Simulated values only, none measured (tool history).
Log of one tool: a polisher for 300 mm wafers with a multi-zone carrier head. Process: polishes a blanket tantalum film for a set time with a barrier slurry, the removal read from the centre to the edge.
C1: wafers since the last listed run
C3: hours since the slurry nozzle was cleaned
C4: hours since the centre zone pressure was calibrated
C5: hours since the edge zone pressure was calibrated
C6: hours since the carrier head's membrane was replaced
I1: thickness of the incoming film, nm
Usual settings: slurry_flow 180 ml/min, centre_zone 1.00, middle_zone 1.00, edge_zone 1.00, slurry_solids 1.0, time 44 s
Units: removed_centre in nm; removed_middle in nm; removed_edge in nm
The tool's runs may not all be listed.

run 1 hour=0.0 | slurry_flow=180 centre_zone=1.00 middle_zone=1.00 edge_zone=1.03 slurry_solids=1.0 time=44 | C1=0 wafers_polished_on_this_pad=316 C3=365.9 C4=174.8 C5=994.9 C6=1837.5 | I1=219.6 | removed_centre=45.7 removed_middle=40.3 removed_edge=43.1
run 2 hour=16.0 | slurry_flow=180 centre_zone=1.00 middle_zone=1.00 edge_zone=1.00 slurry_solids=1.0 time=44 | C1=123 wafers_polished_on_this_pad=440 C3=381.9 C4=190.8 C5=1010.9 C6=1853.5 | I1=216.2 | removed_centre=46.4 removed_middle=40.7 removed_edge=43.1
run 3 hour=22.9 | slurry_flow=180 centre_zone=1.00 middle_zone=1.00 edge_zone=1.00 slurry_solids=1.0 time=44 | C1=53 wafers_polished_on_this_pad=494 C3=388.8 C4=197.7 C5=1017.8 C6=1860.4 | I1=218.1 | removed_centre=46.3 removed_middle=39.9 removed_edge=42.5
run 4 hour=39.6 | slurry_flow=180 centre_zone=1.00 middle_zone=1.00 edge_zone=1.00 slurry_solids=1.0 time=44 | C1=129 wafers_polished_on_this_pad=623 C3=405.5 C4=214.4 C5=1034.5 C6=1877.1 | I1=218.3 | removed_centre=45.8 removed_middle=40.2 removed_edge=43.1
run 5 hour=48.2 | slurry_flow=180 centre_zone=1.00 middle_zone=1.00 edge_zone=1.00 slurry_solids=1.0 time=44 | C1=66 wafers_polished_on_this_pad=689 C3=414.1 C4=223.0 C5=1043.1 C6=1885.7 | I1=220.2 | removed_centre=46.5 removed_middle=39.7 removed_edge=43.2
run 6 hour=63.8 | slurry_flow=180 centre_zone=1.00 middle_zone=1.00 edge_zone=1.00 slurry_solids=1.0 time=44 | C1=120 wafers_polished_on_this_pad=810 C3=429.7 C4=238.6 C5=1058.7 C6=1901.3 | I1=218.1 | removed_centre=47.9 removed_middle=39.9 removed_edge=42.8
run 7 hour=70.8 | slurry_flow=180 centre_zone=1.00 middle_zone=1.00 edge_zone=1.00 slurry_solids=1.0 time=44 | C1=54 wafers_polished_on_this_pad=864 C3=436.7 C4=245.6 C5=1065.7 C6=1908.3 | I1=220.0 | removed_centre=46.6 removed_middle=40.2 removed_edge=42.9
-- hour=86.5 slurry nozzle cleaned
run 8 hour=87.0 | slurry_flow=180 centre_zone=1.00 middle_zone=1.00 edge_zone=1.00 slurry_solids=1.0 time=44 | C1=117 wafers_polished_on_this_pad=982 C3=0.5 C4=261.8 C5=1081.9 C6=1924.5 | I1=219.8 | removed_centre=51.5 removed_middle=43.0 removed_edge=45.3
-- hour=95.8 worn pad replaced by a new one
run 9 hour=96.3 | slurry_flow=180 centre_zone=1.00 middle_zone=1.00 edge_zone=1.00 slurry_solids=1.0 time=44 | C1=41 wafers_polished_on_this_pad=4 C3=9.8 C4=271.1 C5=1091.2 C6=1933.8 | I1=220.0 | removed_centre=50.8 removed_middle=42.3 removed_edge=44.8
run 10 hour=109.1 | slurry_flow=180 centre_zone=1.00 middle_zone=1.00 edge_zone=1.00 slurry_solids=1.0 time=44 | C1=99 wafers_polished_on_this_pad=103 C3=22.6 C4=283.9 C5=1104.0 C6=1946.6 | I1=221.9 | removed_centre=50.9 removed_middle=42.5 removed_edge=44.4
run 11 hour=121.9 | slurry_flow=180 centre_zone=1.00 middle_zone=1.00 edge_zone=1.00 slurry_solids=1.0 time=44 | C1=99 wafers_polished_on_this_pad=202 C3=35.4 C4=296.7 C5=1116.8 C6=1959.4 | I1=219.8 | removed_centre=50.6 removed_middle=42.5 removed_edge=45.7
-- hour=127.9 centre zone pressure recalibrated
-- hour=138.6 carrier head's membrane replaced by a new one
run 12 hour=139.1 | slurry_flow=180 centre_zone=1.00 middle_zone=1.00 edge_zone=1.00 slurry_solids=1.1 time=51 | C1=78 wafers_polished_on_this_pad=281 C3=52.6 C4=11.2 C5=1134.0 C6=0.5 | I1=220.7 | removed_centre=55.2 removed_middle=49.9 removed_edge=52.6
run 13 hour=144.5 | slurry_flow=230 centre_zone=1.05 middle_zone=1.00 edge_zone=1.00 slurry_solids=1.0 time=50 | C1=41 wafers_polished_on_this_pad=322 C3=58.0 C4=16.6 C5=1139.4 C6=5.9 | I1=217.4 | removed_centre=57.1 removed_middle=50.9 removed_edge=52.4
-- hour=147.2 edge zone pressure recalibrated
run 14 hour=161.3 | slurry_flow=180 centre_zone=1.00 middle_zone=1.00 edge_zone=1.00 slurry_solids=1.0 time=44 | C1=114 wafers_polished_on_this_pad=437 C3=74.8 C4=33.4 C5=14.1 C6=22.7 | I1=218.7 | removed_centre=45.1 removed_middle=41.9 removed_edge=44.2
run 15 hour=175.3 | slurry_flow=215 centre_zone=0.93 middle_zone=1.00 edge_zone=0.93 slurry_solids=1.0 time=44 | C1=108 wafers_polished_on_this_pad=545 C3=88.8 C4=47.4 C5=28.1 C6=36.7 | I1=220.4 | removed_centre=44.3 removed_middle=43.0 removed_edge=44.2
run 16 hour=190.6 | slurry_flow=180 centre_zone=1.00 middle_zone=1.00 edge_zone=1.00 slurry_solids=1.0 time=44 | C1=118 wafers_polished_on_this_pad=664 C3=104.1 C4=62.7 C5=43.4 C6=52.0 | I1=216.5 | removed_centre=45.0 removed_middle=40.8 removed_edge=44.1
run 17 hour=208.1 | slurry_flow=140 centre_zone=1.00 middle_zone=0.88 edge_zone=1.00 slurry_solids=1.0 time=29 | C1=135 wafers_polished_on_this_pad=799 C3=121.6 C4=80.2 C5=60.9 C6=69.5 | I1=221.6 | removed_centre=28.3 removed_middle=23.6 removed_edge=28.5
-- hour=223.5 worn pad replaced by a new one
run 18 hour=224.0 | slurry_flow=180 centre_zone=1.00 middle_zone=1.00 edge_zone=0.89 slurry_solids=0.9 time=39 | C1=92 wafers_polished_on_this_pad=4 C3=137.5 C4=96.1 C5=76.8 C6=85.4 | I1=219.5 | removed_centre=39.3 removed_middle=36.0 removed_edge=35.9
run 19 hour=232.0 | slurry_flow=125 centre_zone=1.00 middle_zone=1.00 edge_zone=1.00 slurry_solids=1.0 time=44 | C1=61 wafers_polished_on_this_pad=65 C3=145.5 C4=104.1 C5=84.8 C6=93.4 | I1=220.0 | removed_centre=42.5 removed_middle=39.0 removed_edge=41.6
run 20 hour=243.8 | slurry_flow=180 centre_zone=1.00 middle_zone=1.00 edge_zone=1.00 slurry_solids=1.0 time=44 | C1=91 wafers_polished_on_this_pad=157 C3=157.3 C4=115.9 C5=96.6 C6=105.2 | I1=219.9 | removed_centre=45.5 removed_middle=41.5 removed_edge=43.9
run 21 hour=258.2 | slurry_flow=180 centre_zone=1.00 middle_zone=1.00 edge_zone=1.00 slurry_solids=1.0 time=56 | C1=111 wafers_polished_on_this_pad=268 C3=171.7 C4=130.3 C5=111.0 C6=119.6 | I1=215.7 | removed_centre=59.7 removed_middle=52.7 removed_edge=55.8
run 22 hour=266.2 | slurry_flow=180 centre_zone=0.97 middle_zone=1.00 edge_zone=1.09 slurry_solids=1.0 time=44 | C1=61 wafers_polished_on_this_pad=330 C3=179.7 C4=138.3 C5=119.0 C6=127.6 | I1=220.2 | removed_centre=44.8 removed_middle=41.6 removed_edge=45.1
run 23 hour=279.9 | slurry_flow=180 centre_zone=1.00 middle_zone=1.00 edge_zone=1.00 slurry_solids=1.0 time=49 | C1=105 wafers_polished_on_this_pad=436 C3=193.4 C4=152.0 C5=132.7 C6=141.3 | I1=218.3 | removed_centre=51.0 removed_middle=46.4 removed_edge=48.8

The tool's hidden state at each run:
removal rate lost through wear of the pad, %: 0 in every run
deviation of the edge zone's pressure from its setpoint, %: 0 in every run
H1: slurry flow missing at the pad, %
H2: deviation of the centre zone's pressure from its setpoint, %
run=1 H1=39.5 H2=8.29
run=2 H1=39.8 H2=8.87
run=3 H1=39.9 H2=9.12
run=4 H1=40.2 H2=9.72
run=5 H1=40.3 H2=10
run=6 H1=40.5 H2=10.6
run=7 H1=40.6 H2=10.8
run=8 H1=1.19 H2=11.4
run=9 H1=3.67 H2=11.8
run=10 H1=6.83 H2=12.2
run=11 H1=9.7 H2=12.7
run=12 H1=13.2 H2=1.34
run=13 H1=14.2 H2=1.53
run=14 H1=17 H2=2.14
run=15 H1=19.2 H2=2.64
run=16 H1=21.2 H2=3.19
run=17 H1=23.4 H2=3.82
run=18 H1=25.1 H2=4.4
run=19 H1=25.9 H2=4.69
run=20 H1=26.9 H2=5.11
run=21 H1=28.1 H2=5.63
run=22 H1=28.7 H2=5.92
run=23 H1=29.7 H2=6.42
